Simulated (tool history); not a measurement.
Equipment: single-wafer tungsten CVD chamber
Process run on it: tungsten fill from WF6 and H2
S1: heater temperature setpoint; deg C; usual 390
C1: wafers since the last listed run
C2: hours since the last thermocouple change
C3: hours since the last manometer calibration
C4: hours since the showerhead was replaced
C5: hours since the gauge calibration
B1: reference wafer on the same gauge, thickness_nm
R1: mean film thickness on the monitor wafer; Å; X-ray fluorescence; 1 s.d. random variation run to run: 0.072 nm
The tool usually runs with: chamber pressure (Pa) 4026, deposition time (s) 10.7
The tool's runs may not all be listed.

run 1 hour=0 | S1=390 chamber_pressure_(Pa)=4026 deposition_time_(s)=10.7 | C1=0 C2=1007.4 C3=1671.9 C4=3589.3 C5=595 | B1=23.415 | R1=242.75
run 2 hour=18.2 | S1=390 chamber_pressure_(Pa)=4026 deposition_time_(s)=10.7 | C1=786 C2=1025.6 C3=1690.1 C4=3607.5 C5=613.2 | B1=23.394 | R1=243.42
run 3 hour=53.6 | S1=387 chamber_pressure_(Pa)=4026 deposition_time_(s)=10.7 | C1=1529 C2=1061 C3=1725.5 C4=3642.9 C5=648.6 | B1=23.427 | R1=231.34
-- hour=82.6 gauge calibrated
run 4 hour=84.3 | S1=387 chamber_pressure_(Pa)=4026 deposition_time_(s)=10.7 | C1=1326 C2=1091.7 C3=1756.2 C4=3673.6 C5=1.7 | B1=23.414 | R1=230.88
run 5 hour=108.7 | S1=390 chamber_pressure_(Pa)=4026 deposition_time_(s)=10.7 | C1=1053 C2=1116.1 C3=1780.6 C4=3698 C5=26.1 | B1=23.372 | R1=242.7
run 6 hour=128.3 | S1=390 chamber_pressure_(Pa)=4026 deposition_time_(s)=12.2 | C1=846 C2=1135.7 C3=1800.2 C4=3717.6 C5=45.7 | B1=23.41 | R1=276.4
run 7 hour=157.2 | S1=390 chamber_pressure_(Pa)=4026 deposition_time_(s)=12.2 | C1=1248 C2=1164.6 C3=1829.1 C4=3746.5 C5=74.6 | B1=23.384 | R1=276.07
run 8 hour=182.8 | S1=390 chamber_pressure_(Pa)=4026 deposition_time_(s)=12.2 | C1=1105 C2=1190.2 C3=1854.7 C4=3772.1 C5=100.2 | B1=23.377 | R1=277.35
run 9 hour=204.5 | S1=390 chamber_pressure_(Pa)=4026 deposition_time_(s)=10.7 | C1=937 C2=1211.9 C3=1876.4 C4=3793.8 C5=121.9 | B1=23.41 | R1=243.6
run 10 hour=228 | S1=390 chamber_pressure_(Pa)=4026 deposition_time_(s)=10.7 | C1=1015 C2=1235.4 C3=1899.9 C4=3817.3 C5=145.4 | B1=23.409 | R1=242.8
run 11 hour=244.7 | S1=390 chamber_pressure_(Pa)=4026 deposition_time_(s)=10.7 | C1=721 C2=1252.1 C3=1916.6 C4=3834 C5=162.1 | B1=23.437 | R1=242.15
run 12 hour=279 | S1=390 chamber_pressure_(Pa)=4026 deposition_time_(s)=10.7 | C1=1481 C2=1286.4 C3=1950.9 C4=3868.3 C5=196.4 | B1=23.439 | R1=244.35
run 13 hour=314.1 | S1=390 chamber_pressure_(Pa)=4026 deposition_time_(s)=10.7 | C1=1516 C2=1321.5 C3=1986 C4=3903.4 C5=231.5 | B1=23.427 | R1=242.37
run 14 hour=396.2 | S1=390 chamber_pressure_(Pa)=4026 deposition_time_(s)=10.7 | C1=3546 C2=1403.6 C3=2068.1 C4=3985.5 C5=313.6 | B1=23.368 | R1=243.53
run 15 hour=419.3 | S1=390 chamber_pressure_(Pa)=4026 deposition_time_(s)=10.7 | C1=997 C2=1426.7 C3=2091.2 C4=4008.6 C5=336.7 | B1=23.386 | R1=243.57
run 16 hour=437.1 | S1=390 chamber_pressure_(Pa)=4026 deposition_time_(s)=10.7 | C1=768 C2=1444.5 C3=2109 C4=4026.4 C5=354.5 | B1=23.43 | R1=244.41
-- hour=458.4 showerhead replaced
run 17 hour=525 | S1=375 chamber_pressure_(Pa)=4400 deposition_time_(s)=8.9 | C1=3451 C2=1532.4 C3=2196.9 C4=66.6 C5=442.4 | B1=23.427 | R1=161.1
-- hour=580 capacitance manometer re-zeroed and calibrated
-- hour=593.3 thermocouple changed; heater temperature recalibrated
run 18 hour=602.1 | S1=390 chamber_pressure_(Pa)=4026 deposition_time_(s)=10.7 | C1=2639 C2=8.8 C3=22.1 C4=143.7 C5=519.5 | B1=23.406 | R1=238.86
run 19 hour=614.5 | S1=390 chamber_pressure_(Pa)=3546 deposition_time_(s)=10.7 | C1=535 C2=21.2 C3=34.5 C4=156.1 C5=531.9 | B1=23.364 | R1=229.38
-- hour=619.3 gauge calibrated
run 20 hour=627.7 | S1=405 chamber_pressure_(Pa)=3680 deposition_time_(s)=11.3 | C1=570 C2=34.4 C3=47.7 C4=169.3 C5=8.4 | B1=23.367 | R1=311.24
run 21 hour=651.6 | S1=390 chamber_pressure_(Pa)=4373 deposition_time_(s)=11.3 | C1=1032 C2=58.3 C3=71.6 C4=193.2 C5=32.3 | B1=23.386 | R1=258.95
run 22 hour=664.9 | S1=390 chamber_pressure_(Pa)=4026 deposition_time_(s)=10.7 | C1=574 C2=71.6 C3=84.9 C4=206.5 C5=45.6 | B1=23.402 | R1=238.04
run 23 hour=681.5 | S1=377 chamber_pressure_(Pa)=3613 deposition_time_(s)=11.3 | C1=717 C2=88.2 C3=101.5 C4=223.1 C5=62.2 | B1=23.359 | R1=194.09
run 24 hour=699.2 | S1=381 chamber_pressure_(Pa)=4026 deposition_time_(s)=10 | C1=764 C2=105.9 C3=119.2 C4=240.8 C5=79.9 | B1=23.386 | R1=190.61
run 25 hour=716 | S1=398 chamber_pressure_(Pa)=4760 deposition_time_(s)=10.7 | C1=725 C2=122.7 C3=136 C4=257.6 C5=96.7 | B1=23.426 | R1=288.75
run 26 hour=738 | S1=380 chamber_pressure_(Pa)=3600 deposition_time_(s)=10.7 | C1=950 C2=144.7 C3=158 C4=279.6 C5=118.7 | B1=23.386 | R1=193.48
run 27 hour=772.4 | S1=390 chamber_pressure_(Pa)=4026 deposition_time_(s)=10.7 | C1=1485 C2=179.1 C3=192.4 C4=314 C5=153.1 | B1=23.414 | R1=239.2
run 28 hour=789.5 | S1=390 chamber_pressure_(Pa)=4026 deposition_time_(s)=10.7 | C1=738 C2=196.2 C3=209.5 C4=331.1 C5=170.2 | B1=23.392 | R1=240.17
run 29 hour=816.5 | S1=378 chamber_pressure_(Pa)=3080 deposition_time_(s)=10.7 | C1=1166 C2=223.2 C3=236.5 C4=358.1 C5=197.2 | B1=23.39 | R1=177.99
run 30 hour=920.6 | S1=390 chamber_pressure_(Pa)=4746 deposition_time_(s)=10.7 | C1=4496 C2=327.3 C3=340.6 C4=462.2 C5=301.3 | B1=23.415 | R1=254.1
run 31 hour=932.9 | S1=390 chamber_pressure_(Pa)=4026 deposition_time_(s)=10.7 | C1=531 C2=339.6 C3=352.9 C4=474.5 C5=313.6 | B1=23.385 | R1=240.97
run 32 hour=950.8 | S1=390 chamber_pressure_(Pa)=4026 deposition_time_(s)=9.9 | C1=773 C2=357.5 C3=370.8 C4=492.4 C5=331.5 | B1=23.408 | R1=222.05
run 33 hour=986.2 | S1=390 chamber_pressure_(Pa)=4853 deposition_time_(s)=9.4 | C1=1529 C2=392.9 C3=406.2 C4=527.8 C5=366.9 | B1=23.4 | R1=225.14
run 34 hour=1012.2 | S1=390 chamber_pressure_(Pa)=4026 deposition_time_(s)=10.7 | C1=1123 C2=418.9 C3=432.2 C4=553.8 C5=392.9 | B1=23.42 | R1=240.17
run 35 hour=1027 | S1=404 chamber_pressure_(Pa)=4026 deposition_time_(s)=12.6 | C1=639 C2=433.7 C3=447 C4=568.6 C5=407.7 | B1=23.419 | R1=355.35

Consider 3 possible next runs. They are alternatives, not a sequence: every one starts from the tool as it was left by run 35. What does each give?
run A hour=1027.4 | S1=390 chamber_pressure_(Pa)=4026 deposition_time_(s)=9.8 | C1=17 C2=434.1 C3=447.4 C4=569 C5=408.1 | B1=? | R1=?
run B hour=1027.4 | S1=398 chamber_pressure_(Pa)=3573 deposition_time_(s)=8.9 | C1=17 C2=434.1 C3=447.4 C4=569 C5=408.1 | B1=? | R1=?
run C hour=1027.4 | S1=395 chamber_pressure_(Pa)=4533 deposition_time_(s)=12.7 | C1=17 C2=434.1 C3=447.4 C4=569 C5=408.1 | B1=? | R1=?

run=A B1=23.384 R1=220.04
run=B B1=23.384 R1=219.52
run=C B1=23.384 R1=322.75
Without the tool's unlogged condition, the same runs would have read:
run=A R1=219.41
run=B R1=218.89
run=C R1=321.84

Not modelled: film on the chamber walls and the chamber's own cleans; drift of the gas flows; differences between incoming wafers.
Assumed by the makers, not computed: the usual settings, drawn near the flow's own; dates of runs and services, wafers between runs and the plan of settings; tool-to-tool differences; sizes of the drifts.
